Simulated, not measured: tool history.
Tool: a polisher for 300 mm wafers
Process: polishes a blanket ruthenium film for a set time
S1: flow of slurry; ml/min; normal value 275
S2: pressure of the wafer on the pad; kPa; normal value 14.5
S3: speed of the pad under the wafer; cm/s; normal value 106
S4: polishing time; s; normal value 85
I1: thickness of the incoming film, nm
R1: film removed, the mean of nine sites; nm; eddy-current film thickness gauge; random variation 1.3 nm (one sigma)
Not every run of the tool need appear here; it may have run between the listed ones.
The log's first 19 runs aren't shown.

run     day   S1    S2   S3   S4     I1     R1
 20  42.167  195  14.5  106  107  646.5  134.4
     42.767  -- slurry nozzle cleaned
 21  45.158  275  13.1  106   85  639.6   99.4
     46.979  -- worn pad replaced by a new one
 22  48.079  275  14.5  106   85  650.4  120.8
 23  50.288  305  14.5  106   85  649.7  119.2
 24  52.292  275  17.9  106   77  636.8  130.4
 25  54.283  275  14.5  106   85  634.4  117.1
 26  55.833  365  12.4  106   85  644.5   99.2
     56.017  -- head pressure recalibrated
 27  57.554  275  14.5  122  108  630.2  156.9
 28  59.208  275  14.5  106   85  641.9  111.9
     59.475  -- worn pad replaced by a new one
 29  60.738  275  14.5  106   85  648.9  119.8
 30  61.833  305  14.5  122   72  642.2  110.7
 31  63.938  275  14.5  106   85  630.7  114.9
 32  65.167  355  14.5  106   85  652.6  116.8
 33  67.354  345  16.5  106  114  640.2  171.9

5 ways to go on from here, each from the tool as it stands after run 33. What would each give?
  A  67.375  275  14.5  106  85  640.9   ?
  B  67.375  230  17.9  140  85  640.9   ?
  C  67.375  315  13.1  142  55  640.9   ?
  D  67.375  215  17.9  126  98  640.9   ?
  E  67.375  205  16.5  106  67  640.9   ?

run     R1
  A    113
  B    165
  C   80.3
  D  176.8
  E   99.9
The same runs, with their run-to-run variation unchanged, on a tool lacking any hidden condition would have given:
run     R1
  A  124.7
  B    182
  C   88.6
  D    195
  E  110.2
